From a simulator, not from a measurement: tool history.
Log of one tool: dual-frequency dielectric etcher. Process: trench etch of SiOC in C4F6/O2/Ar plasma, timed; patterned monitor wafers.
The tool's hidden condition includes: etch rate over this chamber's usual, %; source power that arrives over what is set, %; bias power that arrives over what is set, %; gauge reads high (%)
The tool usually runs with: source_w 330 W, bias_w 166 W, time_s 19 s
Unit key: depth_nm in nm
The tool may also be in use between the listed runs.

run,hour,source_w,bias_w,time_s,wafers since the last listed run,hours since the last wet clean,hours since the last source power generator calibration,hours since the last bias power generator calibration,hours since the last upper electrode change,hours since the gauge calibration,"read-back reference wafer on the same gauge, depth_nm",depth_nm
1,0,330,166,19,0,109,2905.5,1537.9,4531.5,173,42.22,36.03
2,33.5,330,176,19,646,142.5,2939,1571.4,4565,206.5,42.23,36.55
3,93.4,330,176,19,1155,202.4,2998.9,1631.3,4624.9,266.4,42.26,36.15
4,142.5,330,176,19,947,251.5,3048,1680.4,4674,315.5,42.26,35.36
5,185.9,330,166,19,837,294.9,3091.4,1723.8,4717.4,358.9,42.2,35.12
# hour 257.8: wet clean of the chamber
6,258.3,330,166,19,933,0.5,3163.8,1796.2,4789.8,431.3,42.19,36.25
7,286.2,330,166,19,538,28.4,3191.7,1824.1,4817.7,459.2,42.18,36.57
8,354.6,330,166,15.5,1319,96.8,3260.1,1892.5,4886.1,527.6,42.19,29.26
9,400.4,330,166,15.5,883,142.6,3305.9,1938.3,4931.9,573.4,42.27,29.34
# hour 426.6: gauge calibrated
10,466.6,330,142,16.5,1276,208.8,3372.1,2004.5,4998.1,40,42.26,29.21
11,501.5,400,183,22,673,243.7,3407,2039.4,5033,74.9,42.23,44.31
# hour 534.2: source power generator calibrated
# hour 539.7: bias power generator calibrated
# hour 539.7: upper electrode replaced, of another model than before
12,540.2,280,192,21.5,591,282.4,6,0.5,0.5,113.6,42.18,39.16
13,592.8,330,201,15,1014,335,58.6,53.1,53.1,166.2,42.15,27.92
# hour 633.3: wet clean of the chamber
14,637.2,330,166,19,393,3.9,103,97.5,97.5,210.6,42.15,36.6
15,689.2,380,181,19,1003,55.9,155,149.5,149.5,262.6,42.29,38.1
16,740.3,360,166,19,985,107,206.1,200.6,200.6,313.7,42.16,36.6
17,776.7,330,150,19,702,143.4,242.5,237,237,350.1,42.25,35.15
18,817.3,330,166,19,783,184,283.1,277.6,277.6,390.7,42.13,35.54

What was the tool's hidden state at every run in the log?
source power that arrives over what is set, %: 0 in every run
bias power that arrives over what is set, %: 0 in every run
gauge reads high (%): 0 in every run
H1: etch rate over this chamber's usual, %
run,H1
1,-1.86
2,-2.31
3,-3.12
4,-3.78
5,-4.36
6,-0.624
7,-1
8,-1.92
9,-2.54
10,-3.43
11,-3.9
12,-4.43
13,-5.13
14,-0.0925
15,-0.794
16,-1.48
17,-1.97
18,-2.52
